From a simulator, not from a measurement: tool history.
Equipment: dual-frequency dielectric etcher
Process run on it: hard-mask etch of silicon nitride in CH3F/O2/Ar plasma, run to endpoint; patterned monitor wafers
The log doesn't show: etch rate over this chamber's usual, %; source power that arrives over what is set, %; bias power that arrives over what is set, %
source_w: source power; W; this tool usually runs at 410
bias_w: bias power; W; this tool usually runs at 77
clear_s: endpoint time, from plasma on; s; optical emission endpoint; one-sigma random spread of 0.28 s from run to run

| run | hour | source_w | bias_w | wafers since the last listed run | hours since the last wet clean | hours since the last source power generator calibration | hours since the last bias power generator calibration | hours since the last upper electrode change | incoming incoming film thickness, nm | clear_s |
|---|---|---|---|---|---|---|---|---|---|---|
| 1 | 0.0 | 380 | 72 | 0 | 70.5 | 3583.8 | 3692.6 | 3391.1 | 52.2 | 71.8 |
| 2 | 107.8 | 380 | 72 | 953 | 178.3 | 3691.6 | 3800.4 | 3498.9 | 51.6 | 70.1 |
| 3 | 182.2 | 380 | 72 | 658 | 252.7 | 3766.0 | 3874.8 | 3573.3 | 51.8 | 70.8 |
| 4 | 253.7 | 410 | 77 | 632 | 324.2 | 3837.5 | 3946.3 | 3644.8 | 52.2 | 68.4 |
|  | 314.5 | wet clean of the chamber |
| 5 | 315.0 | 410 | 77 | 330 | 0.5 | 3898.8 | 4007.6 | 3706.1 | 52.1 | 69.3 |
| 6 | 362.7 | 410 | 77 | 422 | 48.2 | 3946.5 | 4055.3 | 3753.8 | 51.4 | 67.9 |
| 7 | 434.0 | 410 | 77 | 630 | 119.5 | 4017.8 | 4126.6 | 3825.1 | 51.4 | 67.6 |
| 8 | 474.6 | 410 | 77 | 359 | 160.1 | 4058.4 | 4167.2 | 3865.7 | 51.7 | 67.4 |

Forecast run 9:
|  | 558.3 | bias power generator calibrated |
| 9 | 569.6 | 350 | 77 | 805 | 255.1 | 4153.4 | 11.3 | 3960.7 | 52.0 | ? |

Logged for run 9: clear_s 70.9 s.
Had the tool carried no hidden state, the very same run would have given clear_s 71.8 s.
